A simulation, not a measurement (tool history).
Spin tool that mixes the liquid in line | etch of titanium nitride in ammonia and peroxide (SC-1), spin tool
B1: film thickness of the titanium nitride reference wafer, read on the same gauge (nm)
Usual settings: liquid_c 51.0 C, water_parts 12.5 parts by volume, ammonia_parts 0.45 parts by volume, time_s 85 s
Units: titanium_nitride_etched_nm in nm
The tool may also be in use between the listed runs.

run 1 hour=0.0 | liquid_c=51.0 water_parts=11.0 ammonia_parts=0.45 time_s=85 | B1=79.938 | titanium_nitride_etched_nm=4.462
run 2 hour=36.9 | liquid_c=51.0 water_parts=11.0 ammonia_parts=0.45 time_s=85 | B1=80.001 | titanium_nitride_etched_nm=4.503
run 3 hour=130.9 | liquid_c=51.0 water_parts=11.0 ammonia_parts=0.45 time_s=85 | B1=79.973 | titanium_nitride_etched_nm=4.559
run 4 hour=171.9 | liquid_c=51.0 water_parts=12.5 ammonia_parts=0.45 time_s=85 | B1=79.956 | titanium_nitride_etched_nm=4.279
run 5 hour=253.0 | liquid_c=51.0 water_parts=12.5 ammonia_parts=0.45 time_s=85 | B1=79.981 | titanium_nitride_etched_nm=4.237
run 6 hour=293.1 | liquid_c=51.0 water_parts=12.5 ammonia_parts=0.45 time_s=85 | B1=80.036 | titanium_nitride_etched_nm=4.324
run 7 hour=336.8 | liquid_c=51.0 water_parts=12.5 ammonia_parts=0.45 time_s=120 | B1=79.996 | titanium_nitride_etched_nm=6.004
run 8 hour=385.0 | liquid_c=51.0 water_parts=12.5 ammonia_parts=0.30 time_s=85 | B1=79.998 | titanium_nitride_etched_nm=3.974
-- hour=508.4 thermometer replaced
-- hour=706.4 gauge calibrated
run 9 hour=706.9 | liquid_c=51.0 water_parts=12.5 ammonia_parts=0.30 time_s=85 | B1=79.989 | titanium_nitride_etched_nm=3.907

The next listed run, before its measurement:
-- hour=719.9 new drum of ammonia solution connected
run 10 hour=784.8 | liquid_c=57.5 water_parts=12.5 ammonia_parts=0.45 time_s=85 | B1=? | titanium_nitride_etched_nm=?

B1: 79.995
titanium_nitride_etched_nm: 6.504 nm
Without the tool's hidden state the same run would have given titanium_nitride_etched_nm 6.439 nm.
